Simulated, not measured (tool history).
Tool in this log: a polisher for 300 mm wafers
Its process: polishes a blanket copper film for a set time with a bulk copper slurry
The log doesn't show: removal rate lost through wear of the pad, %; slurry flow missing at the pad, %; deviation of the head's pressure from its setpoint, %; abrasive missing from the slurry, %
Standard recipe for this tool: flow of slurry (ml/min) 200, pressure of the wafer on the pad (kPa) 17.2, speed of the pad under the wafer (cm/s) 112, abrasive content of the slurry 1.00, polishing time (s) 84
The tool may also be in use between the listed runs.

run,hour,flow of slurry (ml/min),pressure of the wafer on the pad (kPa),speed of the pad under the wafer (cm/s),abrasive content of the slurry,polishing time (s),wafers since the last listed run,wafers polished on this pad,hours since the slurry nozzle was cleaned,hours since the head pressure was calibrated,hours since the slurry blender was calibrated,"incoming thickness of the incoming film, nm",film removed (angstrom)
1,0.0,200,17.2,112,1.00,84,0,215,638.3,444.4,2.8,2231.3,6568
2,7.5,200,17.2,112,1.00,84,56,272,645.8,451.9,10.3,2293.9,6517
3,15.5,200,17.2,112,0.80,84,60,332,653.8,459.9,18.3,2252.1,6199
4,23.7,200,17.2,112,0.80,84,61,394,662.0,468.1,26.5,2274.9,6071
5,37.6,200,17.2,112,1.00,84,105,499,675.9,482.0,40.4,2284.3,6236
6,49.0,200,17.2,112,1.20,84,86,585,687.3,493.4,51.8,2275.0,6495
# hour 54.7: slurry nozzle cleaned
# hour 54.8: worn pad replaced by a new one
7,61.7,200,17.2,112,1.20,84,87,52,7.0,506.1,64.5,2273.3,6459
8,68.0,200,17.2,112,0.80,84,47,99,13.3,512.4,70.8,2305.3,5954
9,84.8,200,17.2,112,1.00,84,126,226,30.1,529.2,87.6,2260.4,6179
10,91.1,155,17.2,134,1.00,84,47,274,36.4,535.5,93.9,2260.4,6902
# hour 96.7: head pressure recalibrated
# hour 98.9: slurry blender recalibrated
11,104.5,200,22.1,112,1.00,84,71,345,49.8,7.8,5.6,2240.5,7735
12,111.5,170,12.4,146,1.15,84,52,398,56.8,14.8,12.6,2294.7,6816
13,119.0,265,17.2,112,1.00,84,56,454,64.3,22.3,20.1,2283.7,6423

For run 14, what comes out?
14,125.6,200,11.7,112,1.10,84,49,504,70.9,28.9,26.7,2266.3,?

{"run 14": {"film removed (angstrom)": 5101}}
Were there no unlogged condition in the tool, this run, its random variation unchanged, would have produced film removed (angstrom) 5440.
